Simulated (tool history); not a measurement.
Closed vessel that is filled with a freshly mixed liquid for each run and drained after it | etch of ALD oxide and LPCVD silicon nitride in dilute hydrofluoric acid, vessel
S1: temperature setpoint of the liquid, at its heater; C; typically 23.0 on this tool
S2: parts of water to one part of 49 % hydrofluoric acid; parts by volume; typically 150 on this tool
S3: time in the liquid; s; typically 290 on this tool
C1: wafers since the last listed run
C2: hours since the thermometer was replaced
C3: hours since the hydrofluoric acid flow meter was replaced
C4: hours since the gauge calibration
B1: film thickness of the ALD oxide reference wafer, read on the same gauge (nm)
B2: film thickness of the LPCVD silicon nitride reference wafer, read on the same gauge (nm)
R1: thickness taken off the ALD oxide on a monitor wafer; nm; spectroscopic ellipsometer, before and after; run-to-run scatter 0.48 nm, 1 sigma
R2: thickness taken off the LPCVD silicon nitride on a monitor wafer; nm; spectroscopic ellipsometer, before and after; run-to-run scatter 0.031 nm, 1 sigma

{"run": 1, "hour": 0.0, "S1": 23.0, "S2": 150, "S3": 290, "C1": 0, "C2": 1508.6, "C3": 153.3, "C4": 1764.9, "B1": 39.99, "B2": 139.999, "R1": 58.7, "R2": 0.791}
{"run": 2, "hour": 52.1, "S1": 23.0, "S2": 95, "S3": 180, "C1": 5561, "C2": 1560.7, "C3": 205.4, "C4": 1817.0, "B1": 40.03, "B2": 139.981, "R1": 60.11, "R2": 0.786}
{"run": 3, "hour": 103.8, "S1": 23.0, "S2": 95, "S3": 180, "C1": 5518, "C2": 1612.4, "C3": 257.1, "C4": 1868.7, "B1": 39.98, "B2": 139.983, "R1": 61.16, "R2": 0.791}
{"run": 4, "hour": 196.7, "S1": 24.0, "S2": 200, "S3": 290, "C1": 9916, "C2": 1705.3, "C3": 350.0, "C4": 1961.6, "B1": 40.03, "B2": 139.983, "R1": 43.21, "R2": 0.657}
{"run": 5, "hour": 244.7, "S1": 24.0, "S2": 200, "S3": 290, "C1": 5123, "C2": 1753.3, "C3": 398.0, "C4": 2009.6, "B1": 40.01, "B2": 140.028, "R1": 42.85, "R2": 0.683}
{"run": 6, "hour": 296.8, "S1": 23.0, "S2": 150, "S3": 290, "C1": 5561, "C2": 1805.4, "C3": 450.1, "C4": 2061.7, "B1": 40.0, "B2": 139.954, "R1": 59.25, "R2": 0.846}
{"hour": 298.5, "done": "hydrofluoric acid flow meter replaced"}
{"run": 7, "hour": 359.6, "S1": 23.0, "S2": 150, "S3": 290, "C1": 6596, "C2": 1868.2, "C3": 61.1, "C4": 2124.5, "B1": 39.97, "B2": 140.016, "R1": 58.01, "R2": 0.834}
{"hour": 641.8, "done": "thermometer replaced"}
{"run": 8, "hour": 665.5, "S1": 23.0, "S2": 150, "S3": 290, "C1": 32546, "C2": 23.7, "C3": 367.0, "C4": 2430.4, "B1": 40.0, "B2": 140.006, "R1": 57.51, "R2": 0.813}
{"run": 9, "hour": 761.1, "S1": 23.0, "S2": 150, "S3": 385, "C1": 10204, "C2": 119.3, "C3": 462.6, "C4": 2526.0, "B1": 39.97, "B2": 140.04, "R1": 77.53, "R2": 1.046}
{"run": 10, "hour": 799.1, "S1": 26.5, "S2": 150, "S3": 375, "C1": 4056, "C2": 157.3, "C3": 500.6, "C4": 2564.0, "B1": 40.05, "B2": 140.022, "R1": 86.48, "R2": 1.322}
{"hour": 828.6, "done": "hydrofluoric acid flow meter replaced"}
{"run": 11, "hour": 895.3, "S1": 26.5, "S2": 150, "S3": 375, "C1": 10162, "C2": 253.5, "C3": 66.7, "C4": 2660.2, "B1": 40.0, "B2": 140.007, "R1": 86.99, "R2": 1.281}
{"hour": 948.1, "done": "gauge calibrated"}
{"run": 12, "hour": 963.1, "S1": 26.5, "S2": 150, "S3": 375, "C1": 7237, "C2": 321.3, "C3": 134.5, "C4": 15.0, "B1": 40.0, "B2": 139.978, "R1": 86.45, "R2": 1.266}
{"run": 13, "hour": 1014.7, "S1": 23.0, "S2": 150, "S3": 290, "C1": 5508, "C2": 372.9, "C3": 186.1, "C4": 66.6, "B1": 39.96, "B2": 140.028, "R1": 58.19, "R2": 0.775}
{"run": 14, "hour": 1124.1, "S1": 23.0, "S2": 150, "S3": 290, "C1": 11678, "C2": 482.3, "C3": 295.5, "C4": 176.0, "B1": 40.03, "B2": 139.959, "R1": 58.57, "R2": 0.836}
{"run": 15, "hour": 1189.6, "S1": 23.0, "S2": 150, "S3": 290, "C1": 6991, "C2": 547.8, "C3": 361.0, "C4": 241.5, "B1": 40.05, "B2": 140.0, "R1": 58.71, "R2": 0.766}
{"run": 16, "hour": 1240.1, "S1": 23.0, "S2": 150, "S3": 290, "C1": 5390, "C2": 598.3, "C3": 411.5, "C4": 292.0, "B1": 40.01, "B2": 139.992, "R1": 58.07, "R2": 0.811}
{"run": 17, "hour": 1306.2, "S1": 23.0, "S2": 150, "S3": 290, "C1": 7055, "C2": 664.4, "C3": 477.6, "C4": 358.1, "B1": 40.03, "B2": 139.989, "R1": 58.08, "R2": 0.811}
{"hour": 1310.4, "done": "hydrofluoric acid flow meter replaced"}
{"run": 18, "hour": 1357.1, "S1": 21.0, "S2": 150, "S3": 290, "C1": 5326, "C2": 715.3, "C3": 46.7, "C4": 409.0, "B1": 40.01, "B2": 139.987, "R1": 53.94, "R2": 0.712}
{"run": 19, "hour": 1456.6, "S1": 23.0, "S2": 115, "S3": 140, "C1": 10621, "C2": 814.8, "C3": 146.2, "C4": 508.5, "B1": 39.99, "B2": 140.027, "R1": 38.46, "R2": 0.493}
{"run": 20, "hour": 1557.6, "S1": 23.0, "S2": 150, "S3": 185, "C1": 10781, "C2": 915.8, "C3": 247.2, "C4": 609.5, "B1": 39.99, "B2": 140.029, "R1": 37.4, "R2": 0.522}
{"run": 21, "hour": 1611.9, "S1": 20.5, "S2": 150, "S3": 340, "C1": 5796, "C2": 970.1, "C3": 301.5, "C4": 663.8, "B1": 39.97, "B2": 140.038, "R1": 60.51, "R2": 0.834}
{"run": 22, "hour": 1655.9, "S1": 23.0, "S2": 190, "S3": 450, "C1": 4696, "C2": 1014.1, "C3": 345.5, "C4": 707.8, "B1": 40.04, "B2": 139.951, "R1": 67.82, "R2": 1.047}
{"run": 23, "hour": 1706.7, "S1": 23.0, "S2": 150, "S3": 395, "C1": 5422, "C2": 1064.9, "C3": 396.3, "C4": 758.6, "B1": 39.98, "B2": 139.999, "R1": 79.05, "R2": 1.174}
{"run": 24, "hour": 1754.7, "S1": 23.0, "S2": 150, "S3": 290, "C1": 5123, "C2": 1112.9, "C3": 444.3, "C4": 806.6, "B1": 39.97, "B2": 139.997, "R1": 58.94, "R2": 0.804}
{"hour": 1795.0, "done": "hydrofluoric acid flow meter replaced"}
{"run": 25, "hour": 1838.3, "S1": 21.5, "S2": 150, "S3": 290, "C1": 8817, "C2": 1196.5, "C3": 43.3, "C4": 890.2, "B1": 40.04, "B2": 139.98, "R1": 54.89, "R2": 0.755}
{"run": 26, "hour": 1933.9, "S1": 26.0, "S2": 125, "S3": 290, "C1": 10204, "C2": 1292.1, "C3": 138.9, "C4": 985.8, "B1": 40.01, "B2": 140.01, "R1": 80.96, "R2": 1.206}
{"run": 27, "hour": 2033.4, "S1": 23.0, "S2": 150, "S3": 400, "C1": 10621, "C2": 1391.6, "C3": 238.4, "C4": 1085.3, "B1": 39.98, "B2": 139.988, "R1": 79.96, "R2": 1.216}

3 ways to go on from here, each from the tool as it stands after run 27. What would each give?
{"run": "A", "hour": 2034.1, "S1": 23.0, "S2": 150, "S3": 290, "C1": 74, "C2": 1392.3, "C3": 239.1, "C4": 1086.0, "B1": "?", "B2": "?", "R1": "?", "R2": "?"}
{"run": "B", "hour": 2034.1, "S1": 28.0, "S2": 150, "S3": 360, "C1": 74, "C2": 1392.3, "C3": 239.1, "C4": 1086.0, "B1": "?", "B2": "?", "R1": "?", "R2": "?"}
{"run": "C", "hour": 2034.1, "S1": 20.5, "S2": 170, "S3": 185, "C1": 74, "C2": 1392.3, "C3": 239.1, "C4": 1086.0, "B1": "?", "B2": "?", "R1": "?", "R2": "?"}

run=A B1=39.95 B2=139.957 R1=59.30 R2=0.809
run=B B1=39.95 B2=139.957 R1=88.86 R2=1.380
run=C B1=39.95 B2=139.957 R1=29.65 R2=0.387
With no hidden state in the tool, these same runs would have given:
run=A R1=59.30 R2=0.809
run=B R1=88.86 R2=1.380
run=C R1=29.65 R2=0.387
